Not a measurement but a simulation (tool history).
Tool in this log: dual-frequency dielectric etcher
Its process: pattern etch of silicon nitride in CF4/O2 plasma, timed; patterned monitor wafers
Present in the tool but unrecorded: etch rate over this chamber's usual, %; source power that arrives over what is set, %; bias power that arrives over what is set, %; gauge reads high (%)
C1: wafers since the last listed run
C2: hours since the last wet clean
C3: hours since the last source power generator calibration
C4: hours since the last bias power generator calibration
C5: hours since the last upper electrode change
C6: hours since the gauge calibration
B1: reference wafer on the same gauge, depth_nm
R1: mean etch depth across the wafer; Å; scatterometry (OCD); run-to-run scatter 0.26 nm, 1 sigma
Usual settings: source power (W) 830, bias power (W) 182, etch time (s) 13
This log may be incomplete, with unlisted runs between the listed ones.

{"run": 1, "hour": 0.0, "source power (W)": 830, "bias power (W)": 182, "etch time (s)": 13, "C1": 0, "C2": 117.4, "C3": 2593.6, "C4": 1009.5, "C5": 3123.1, "C6": 275.4, "B1": 46.82, "R1": 443.6}
{"run": 2, "hour": 36.0, "source power (W)": 830, "bias power (W)": 182, "etch time (s)": 13, "C1": 806, "C2": 153.4, "C3": 2629.6, "C4": 1045.5, "C5": 3159.1, "C6": 311.4, "B1": 46.82, "R1": 445.5}
{"run": 3, "hour": 60.3, "source power (W)": 830, "bias power (W)": 182, "etch time (s)": 13, "C1": 544, "C2": 177.7, "C3": 2653.9, "C4": 1069.8, "C5": 3183.4, "C6": 335.7, "B1": 46.82, "R1": 441.6}
{"run": 4, "hour": 88.8, "source power (W)": 830, "bias power (W)": 182, "etch time (s)": 13, "C1": 638, "C2": 206.2, "C3": 2682.4, "C4": 1098.3, "C5": 3211.9, "C6": 364.2, "B1": 46.73, "R1": 440.7}
{"run": 5, "hour": 142.6, "source power (W)": 830, "bias power (W)": 182, "etch time (s)": 13, "C1": 1205, "C2": 260.0, "C3": 2736.2, "C4": 1152.1, "C5": 3265.7, "C6": 418.0, "B1": 46.78, "R1": 434.0}
{"run": 6, "hour": 187.0, "source power (W)": 830, "bias power (W)": 182, "etch time (s)": 13, "C1": 994, "C2": 304.4, "C3": 2780.6, "C4": 1196.5, "C5": 3310.1, "C6": 462.4, "B1": 46.84, "R1": 434.6}
{"run": 7, "hour": 236.5, "source power (W)": 830, "bias power (W)": 182, "etch time (s)": 13, "C1": 1108, "C2": 353.9, "C3": 2830.1, "C4": 1246.0, "C5": 3359.6, "C6": 511.9, "B1": 46.86, "R1": 437.2}
{"run": 8, "hour": 283.3, "source power (W)": 830, "bias power (W)": 211, "etch time (s)": 13, "C1": 1048, "C2": 400.7, "C3": 2876.9, "C4": 1292.8, "C5": 3406.4, "C6": 558.7, "B1": 46.79, "R1": 444.0}
{"hour": 341.2, "done": "wet clean of the chamber"}
{"run": 9, "hour": 344.7, "source power (W)": 830, "bias power (W)": 182, "etch time (s)": 13, "C1": 837, "C2": 3.5, "C3": 2938.3, "C4": 1354.2, "C5": 3467.8, "C6": 620.1, "B1": 46.76, "R1": 455.2}
{"hour": 395.5, "done": "gauge calibrated"}
{"run": 10, "hour": 403.4, "source power (W)": 730, "bias power (W)": 227, "etch time (s)": 16, "C1": 1314, "C2": 62.2, "C3": 2997.0, "C4": 1412.9, "C5": 3526.5, "C6": 7.9, "B1": 46.76, "R1": 514.1}

For run 11, what comes out?
{"hour": 432.6, "done": "source power generator calibrated"}
{"run": 11, "hour": 448.8, "source power (W)": 1030, "bias power (W)": 182, "etch time (s)": 13, "C1": 927, "C2": 107.6, "C3": 16.2, "C4": 1458.3, "C5": 3571.9, "C6": 53.3, "B1": "?", "R1": "?"}

{"run 11": {"B1": 46.84, "R1": 564.4}}
Had the tool carried no hidden state, the very same run would have given R1 571.1 Å.

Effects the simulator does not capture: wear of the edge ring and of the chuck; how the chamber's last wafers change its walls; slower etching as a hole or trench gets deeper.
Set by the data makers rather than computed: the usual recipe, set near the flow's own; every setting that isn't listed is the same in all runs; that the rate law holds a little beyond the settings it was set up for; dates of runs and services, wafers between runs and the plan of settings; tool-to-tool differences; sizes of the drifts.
